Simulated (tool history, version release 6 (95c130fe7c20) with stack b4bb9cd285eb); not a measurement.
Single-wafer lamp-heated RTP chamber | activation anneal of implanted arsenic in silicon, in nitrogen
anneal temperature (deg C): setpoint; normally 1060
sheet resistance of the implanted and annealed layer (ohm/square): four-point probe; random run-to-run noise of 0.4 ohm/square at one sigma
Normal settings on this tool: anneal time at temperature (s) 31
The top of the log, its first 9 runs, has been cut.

| run | hour | anneal temperature (deg C) | anneal time at temperature (s) | read-back reference wafer on the same gauge, sheet resistance | sheet resistance of the implanted and annealed layer (ohm/square) |
|---|---|---|---|---|---|
| 10 | 261.2 | 1083 | 22 | 159.94 | 176.63 |
| 11 | 296.7 | 1060 | 31 | 159.87 | 178.64 |
| 12 | 311.9 | 1060 | 31 | 159.9 | 179.77 |
|  | 334 | reflector plate cleaned |
|  | 335.5 | pyrometer window cleaned and pyrometer calibrated |
| 13 | 336 | 1060 | 31 | 159.99 | 177.62 |
| 14 | 360.5 | 1060 | 18 | 160.06 | 184.54 |
| 15 | 380.5 | 1060 | 18 | 159.92 | 184.96 |
| 16 | 398.4 | 1060 | 31 | 160.06 | 177.24 |
| 17 | 417.4 | 1083 | 44 | 159.87 | 166.49 |
| 18 | 437 | 1078 | 20 | 160.02 | 177.84 |
| 19 | 456.1 | 1060 | 31 | 160.03 | 177.54 |
| 20 | 479.4 | 1060 | 14 | 160.17 | 188.63 |
| 21 | 497.8 | 1083 | 48 | 160.16 | 165.14 |
|  | 509.6 | reflector plate cleaned, repeated, since the last time left the tool worse |
| 22 | 525.8 | 1060 | 31 | 159.96 | 179.8 |

What will run 23 give?
| 23 | 576.4 | 1045 | 31 | ? | ? |

read-back reference wafer on the same gauge, sheet resistance: 160
sheet resistance of the implanted and annealed layer (ohm/square): 184.63
Take away the tool's hidden state, keep the run-to-run variation as it was, and the same run would have given sheet resistance of the implanted and annealed layer (ohm/square) 184.84.
